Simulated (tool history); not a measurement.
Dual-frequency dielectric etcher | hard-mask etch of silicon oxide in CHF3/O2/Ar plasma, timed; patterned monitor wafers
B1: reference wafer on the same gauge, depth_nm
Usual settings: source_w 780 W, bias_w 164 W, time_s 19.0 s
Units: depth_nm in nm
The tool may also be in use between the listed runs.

{"run": 1, "hour": 0.0, "source_w": 780, "bias_w": 154, "time_s": 19.0, "B1": 46.64, "depth_nm": 40.43}
{"run": 2, "hour": 91.3, "source_w": 780, "bias_w": 154, "time_s": 19.0, "B1": 46.51, "depth_nm": 40.38}
{"run": 3, "hour": 182.0, "source_w": 780, "bias_w": 154, "time_s": 19.0, "B1": 46.59, "depth_nm": 39.93}
{"run": 4, "hour": 266.9, "source_w": 780, "bias_w": 137, "time_s": 19.0, "B1": 46.61, "depth_nm": 39.32}
{"run": 5, "hour": 342.9, "source_w": 780, "bias_w": 137, "time_s": 19.0, "B1": 46.59, "depth_nm": 39.28}
{"run": 6, "hour": 389.8, "source_w": 780, "bias_w": 137, "time_s": 19.0, "B1": 46.56, "depth_nm": 39.09}
{"run": 7, "hour": 445.0, "source_w": 780, "bias_w": 164, "time_s": 17.0, "B1": 46.63, "depth_nm": 37.84}
{"run": 8, "hour": 539.8, "source_w": 830, "bias_w": 202, "time_s": 21.0, "B1": 46.68, "depth_nm": 52.15}
{"run": 9, "hour": 578.3, "source_w": 600, "bias_w": 131, "time_s": 16.5, "B1": 46.64, "depth_nm": 28.5}
{"run": 10, "hour": 619.3, "source_w": 690, "bias_w": 126, "time_s": 19.0, "B1": 46.64, "depth_nm": 34.24}
{"run": 11, "hour": 722.2, "source_w": 880, "bias_w": 164, "time_s": 19.0, "B1": 46.63, "depth_nm": 45.89}
{"run": 12, "hour": 782.0, "source_w": 980, "bias_w": 192, "time_s": 22.5, "B1": 46.55, "depth_nm": 64.63}
{"run": 13, "hour": 860.7, "source_w": 780, "bias_w": 202, "time_s": 19.0, "B1": 46.52, "depth_nm": 47.96}
{"run": 14, "hour": 932.8, "source_w": 780, "bias_w": 202, "time_s": 19.0, "B1": 46.67, "depth_nm": 47.39}

Not shown: 6 entries that the log had between the listed runs. Between which runs, and how does the tool's hidden state differ before and after?
Between runs 3 and 4: wet clean of the chamber (hour 266.4)
  etch rate over this chamber's usual, %: -4.14 -> 0.63
  measured less the result without the state, depth_nm: -1.72 -> +0.25 nm
Between runs 7 and 8: bias power generator calibrated (hour 527.7)
  etch rate over this chamber's usual, %: -1.32 -> -2.36
  measured less the result without the state, depth_nm: -0.51 -> -1.26 nm
Between runs 9 and 10: source power generator calibrated (hour 589.2)
  etch rate over this chamber's usual, %: -2.78 -> -3.23
  measured less the result without the state, depth_nm: -0.82 -> -1.15 nm
Between runs 10 and 11: wet clean of the chamber (hour 689.3); upper electrode replaced, of another model than before (hour 696.7); gauge calibrated (hour 718.2)
  etch rate over this chamber's usual, %: -3.23 -> 0.109
  measured less the result without the state, depth_nm: -1.15 -> +0.05 nm
